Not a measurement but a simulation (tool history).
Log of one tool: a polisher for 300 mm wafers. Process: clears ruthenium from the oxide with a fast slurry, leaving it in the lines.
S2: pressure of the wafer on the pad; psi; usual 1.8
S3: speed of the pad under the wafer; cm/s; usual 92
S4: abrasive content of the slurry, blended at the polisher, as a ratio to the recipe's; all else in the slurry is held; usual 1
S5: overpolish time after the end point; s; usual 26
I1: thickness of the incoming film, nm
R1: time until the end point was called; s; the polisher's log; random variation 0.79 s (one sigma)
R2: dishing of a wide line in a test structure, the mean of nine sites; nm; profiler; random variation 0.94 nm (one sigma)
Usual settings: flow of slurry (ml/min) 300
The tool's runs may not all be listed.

{"run": 1, "hour": 0.0, "flow of slurry (ml/min)": 300, "S2": 1.8, "S3": 92, "S4": 1, "S5": 26, "I1": 170.4, "R1": 60.8, "R2": 38.7}
{"hour": 12.9, "done": "slurry blender recalibrated"}
{"run": 2, "hour": 13.4, "flow of slurry (ml/min)": 300, "S2": 1.8, "S3": 92, "S4": 1, "S5": 26, "I1": 169.8, "R1": 61.9, "R2": 39.5}
{"run": 3, "hour": 25.0, "flow of slurry (ml/min)": 300, "S2": 1.8, "S3": 92, "S4": 1, "S5": 26, "I1": 167.9, "R1": 61.4, "R2": 38}
{"run": 4, "hour": 41.5, "flow of slurry (ml/min)": 300, "S2": 1.8, "S3": 92, "S4": 1, "S5": 26, "I1": 170.6, "R1": 61.4, "R2": 36.2}
{"run": 5, "hour": 55.6, "flow of slurry (ml/min)": 300, "S2": 1.8, "S3": 92, "S4": 1, "S5": 26, "I1": 168, "R1": 61.7, "R2": 37.3}
{"hour": 59.8, "done": "worn pad replaced by a new one"}
{"run": 6, "hour": 68.3, "flow of slurry (ml/min)": 300, "S2": 1.8, "S3": 92, "S4": 1, "S5": 26, "I1": 168, "R1": 61.2, "R2": 37.7}
{"run": 7, "hour": 74.9, "flow of slurry (ml/min)": 300, "S2": 1.8, "S3": 92, "S4": 1, "S5": 26, "I1": 170.4, "R1": 61.8, "R2": 37.5}
{"run": 8, "hour": 89.8, "flow of slurry (ml/min)": 300, "S2": 1.8, "S3": 92, "S4": 1, "S5": 20, "I1": 168.7, "R1": 62.2, "R2": 32.1}
{"run": 9, "hour": 104.2, "flow of slurry (ml/min)": 300, "S2": 1.8, "S3": 92, "S4": 1, "S5": 20, "I1": 168.5, "R1": 61.9, "R2": 31.5}
{"run": 10, "hour": 120.1, "flow of slurry (ml/min)": 300, "S2": 1.8, "S3": 92, "S4": 1, "S5": 20, "I1": 169, "R1": 63.7, "R2": 31.8}
{"run": 11, "hour": 131.5, "flow of slurry (ml/min)": 300, "S2": 1.8, "S3": 92, "S4": 0.9, "S5": 26, "I1": 169, "R1": 64.2, "R2": 35.8}
{"hour": 139.7, "done": "worn pad replaced by a new one"}
{"hour": 152.8, "done": "slurry nozzle cleaned"}
{"run": 12, "hour": 160.4, "flow of slurry (ml/min)": 300, "S2": 1.8, "S3": 92, "S4": 0.9, "S5": 26, "I1": 170, "R1": 67, "R2": 35.9}
{"run": 13, "hour": 169.9, "flow of slurry (ml/min)": 300, "S2": 1.3, "S3": 92, "S4": 1, "S5": 26, "I1": 170, "R1": 87.6, "R2": 30}
{"run": 14, "hour": 182.7, "flow of slurry (ml/min)": 300, "S2": 1.8, "S3": 92, "S4": 1, "S5": 26, "I1": 173.3, "R1": 64.6, "R2": 36.9}
{"run": 15, "hour": 195.1, "flow of slurry (ml/min)": 300, "S2": 1.8, "S3": 92, "S4": 1, "S5": 26, "I1": 168.8, "R1": 65.5, "R2": 37}
{"hour": 208.6, "done": "worn pad replaced by a new one"}
{"run": 16, "hour": 209.1, "flow of slurry (ml/min)": 300, "S2": 2.3, "S3": 92, "S4": 0.9, "S5": 26, "I1": 172.2, "R1": 52, "R2": 42.6}
{"hour": 214.0, "done": "head pressure recalibrated"}
{"run": 17, "hour": 214.5, "flow of slurry (ml/min)": 245, "S2": 2.4, "S3": 92, "S4": 1.1, "S5": 33, "I1": 169.8, "R1": 49.2, "R2": 44.4}
{"run": 18, "hour": 232.0, "flow of slurry (ml/min)": 395, "S2": 2.2, "S3": 92, "S4": 1, "S5": 26, "I1": 172.5, "R1": 55.5, "R2": 40.6}
{"hour": 237.3, "done": "slurry blender recalibrated"}
{"run": 19, "hour": 240.6, "flow of slurry (ml/min)": 300, "S2": 1.8, "S3": 92, "S4": 1, "S5": 26, "I1": 170.9, "R1": 70.1, "R2": 36.5}
{"run": 20, "hour": 255.8, "flow of slurry (ml/min)": 300, "S2": 1.8, "S3": 92, "S4": 1, "S5": 26, "I1": 169.8, "R1": 68.4, "R2": 35.5}
{"hour": 269.4, "done": "head pressure recalibrated, repeated, since the last time left the tool worse"}
{"run": 21, "hour": 269.9, "flow of slurry (ml/min)": 300, "S2": 1.3, "S3": 92, "S4": 1, "S5": 26, "I1": 173.4, "R1": 82.9, "R2": 32.8}
{"run": 22, "hour": 281.2, "flow of slurry (ml/min)": 300, "S2": 1.8, "S3": 92, "S4": 1.2, "S5": 26, "I1": 168.8, "R1": 53.9, "R2": 40.5}
{"hour": 287.6, "done": "worn pad replaced by a new one"}
{"run": 23, "hour": 293.6, "flow of slurry (ml/min)": 300, "S2": 1.8, "S3": 92, "S4": 1, "S5": 38, "I1": 170.3, "R1": 58.6, "R2": 46.9}
{"run": 24, "hour": 300.1, "flow of slurry (ml/min)": 210, "S2": 1.8, "S3": 92, "S4": 1, "S5": 38, "I1": 168.9, "R1": 59.9, "R2": 45.5}
{"run": 25, "hour": 330.0, "flow of slurry (ml/min)": 300, "S2": 2.1, "S3": 92, "S4": 0.8, "S5": 26, "I1": 166.6, "R1": 54.1, "R2": 40.8}

4 ways to go on from here, each from the tool as it stands after run 25. What would each give?
{"run": "A", "hour": 330.4, "flow of slurry (ml/min)": 300, "S2": 1.8, "S3": 92, "S4": 1, "S5": 26, "I1": 171.3, "R1": "?", "R2": "?"}
{"run": "B", "hour": 330.4, "flow of slurry (ml/min)": 300, "S2": 1.8, "S3": 74, "S4": 1, "S5": 26, "I1": 171.3, "R1": "?", "R2": "?"}
{"run": "C", "hour": 330.4, "flow of slurry (ml/min)": 345, "S2": 1.2, "S3": 92, "S4": 1, "S5": 26, "I1": 171.3, "R1": "?", "R2": "?"}
{"run": "D", "hour": 330.4, "flow of slurry (ml/min)": 300, "S2": 1.3, "S3": 104, "S4": 0.8, "S5": 26, "I1": 171.3, "R1": "?", "R2": "?"}

run=A R1=59.2 R2=39.3
run=B R1=67.1 R2=36.6
run=C R1=88.1 R2=30.9
run=D R1=83.6 R2=32
Without the tool's hidden state the same runs would have given:
run=A R1=58.6 R2=39.5
run=B R1=66.3 R2=36.9
run=C R1=87.1 R2=31.1
run=D R1=82.7 R2=32.2

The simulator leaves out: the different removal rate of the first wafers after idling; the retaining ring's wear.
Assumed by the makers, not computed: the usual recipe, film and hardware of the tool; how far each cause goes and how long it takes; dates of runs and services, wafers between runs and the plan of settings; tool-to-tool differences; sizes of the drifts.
